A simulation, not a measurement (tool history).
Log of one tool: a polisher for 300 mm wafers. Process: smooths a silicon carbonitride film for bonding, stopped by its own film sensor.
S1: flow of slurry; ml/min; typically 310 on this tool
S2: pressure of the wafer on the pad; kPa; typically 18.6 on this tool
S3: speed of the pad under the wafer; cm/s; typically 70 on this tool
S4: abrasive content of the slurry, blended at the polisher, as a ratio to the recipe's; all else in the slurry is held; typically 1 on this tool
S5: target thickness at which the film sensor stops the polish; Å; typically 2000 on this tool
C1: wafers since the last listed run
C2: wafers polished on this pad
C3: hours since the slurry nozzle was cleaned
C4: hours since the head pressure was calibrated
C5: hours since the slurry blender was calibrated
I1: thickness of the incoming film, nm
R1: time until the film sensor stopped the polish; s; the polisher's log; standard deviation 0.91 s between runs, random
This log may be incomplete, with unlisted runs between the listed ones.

run   hour   S1    S2  S3    S4    S5   C1    C2     C3      C4     C5     I1     R1
  1      0  310  18.6  70     1  2000    0   201  365.4  1343.1  132.5  230.3  120.1
  2   15.5  310  18.6  70     1  2000  139   340  380.9  1358.6    148  233.1  130.3
  3   37.9  310  18.6  70     1  2000  201   542  403.3    1381  170.4  230.4  119.3
  4   66.8  310  18.6  54     1  2000  260   802  432.2  1409.9  199.3  228.6  138.7
      95.8  -- head pressure recalibrated
  5   96.3  310  18.6  70     1  2000  247  1049  461.7     0.5  228.8  225.5  101.7
     118.7  -- slurry blender recalibrated
  6  123.7  310  14.5  70     1  2000  228  1278  489.1    27.9      5  232.4  150.9
  7  153.6  275  18.6  70     1  2000  269  1547    519    57.8   34.9  229.1  109.4
  8  170.3  280  18.6  60  0.75  1950  150  1697  535.7    74.5   51.6  227.6  174.6
  9    203  310  18.6  70     1  2000  294  1991  568.4   107.2   84.3    232  122.5
     236.1  -- worn pad replaced by a new one
 10  236.6  310  18.6  48     1  2000  266     4    602   140.8  117.9  232.3  167.4
     251.7  -- slurry nozzle cleaned
 11  296.1  310  13.1  70  1.15  2000  526   530   44.4   200.3  177.4  228.1  139.3
 12  311.1  310  18.6  70     1  2000  134   665   59.4   215.3  192.4    227  104.4
     336.1  -- slurry blender recalibrated
 13  346.1  240  18.6  70     1  2000  296   962   94.4   250.3     10  230.3  113.9
 14    371  265  18.6  70     1  2000  224  1186  119.3   275.2   34.9  228.4  106.3
 15  389.6  245  18.6  62  1.15  1970  167  1353  137.9   293.8   53.5  230.4  130.8
 16  417.2  310  18.6  70  0.75  2040  248  1602  165.5   321.4   81.1  228.4  118.2
 17  448.6  310  18.6  70     1  2000  282  1884  196.9   352.8  112.5  227.8  107.7
 18  473.7  310  18.6  70     1  1970  225  2110    222   377.9  137.6    229  123.8
     496.7  -- worn pad replaced by a new one
 19  497.8  310  13.1  70     1  2000  180    10  246.1     402  161.7  228.9  157.4
 20  515.4  310  15.2  46   0.9  2000  158   168  263.7   419.6  179.3  230.5  218.1
 21  547.6  420  18.6  70   1.3  2060  289   458  295.9   451.8  211.5  228.7     73
     560.4  -- slurry blender recalibrated
 22  566.6  210  18.6  70  1.15  2000  152   611  314.9   470.8    6.2  228.1   98.8
 23    597  310  13.1  90   1.3  1940  273   884  345.3   501.2   36.6  232.9  144.8
 24  610.5  310  18.6  70     1  2000  121  1006  358.8   514.7   50.1  229.4  111.5
 25  635.1  310  18.6  70     1  2000  221  1227  383.4   539.3   74.7  227.6  104.2
 26  658.9  240  18.6  70     1  2000  214  1441  407.2   563.1   98.5  228.4  111.7
 27    681  240  18.6  84     1  2000  198  1640  429.3   585.2  120.6  231.9  110.8
 28    707  310  18.6  70   0.9  2000  233  1874  455.3   611.2  146.6  229.2  123.3
     714.1  -- worn pad replaced by a new one
 29  742.9  310  15.2  70     1  2100  287   259  491.2   647.1  182.5  232.7  107.6

For each run, the measured value with the value that run would have given without the tool's hidden condition subtracted. The run-to-run variation is shared by both, the gauge scatter possibly not:
The tool's hidden condition here consists of: removal rate lost through wear of the pad, %; slurry flow missing at the pad, %; deviation of the head's pressure from its setpoint, %; abrasive missing from the slurry, %.
run     R1
  1  +10.8
  2  +12.2
  3  +11.5
  4  +13.9
  5  +10.5
  6   +1.6
  7   +3.6
  8   +9.2
  9   +7.1
 10  +11.4
 11   +9.9
 12   +8.5
 13   +2.1
 14   +3.9
 15   +5.6
 16   +8.7
 17   +7.6
 18   +9.5
 19  +12.7
 20  +19.6
 21   +5.2
 22   +1.4
 23   +4.6
 24   +5.3
 25   +6.2
 26   +7.7
 27   +8.2
 28  +10.6
 29   +9.2
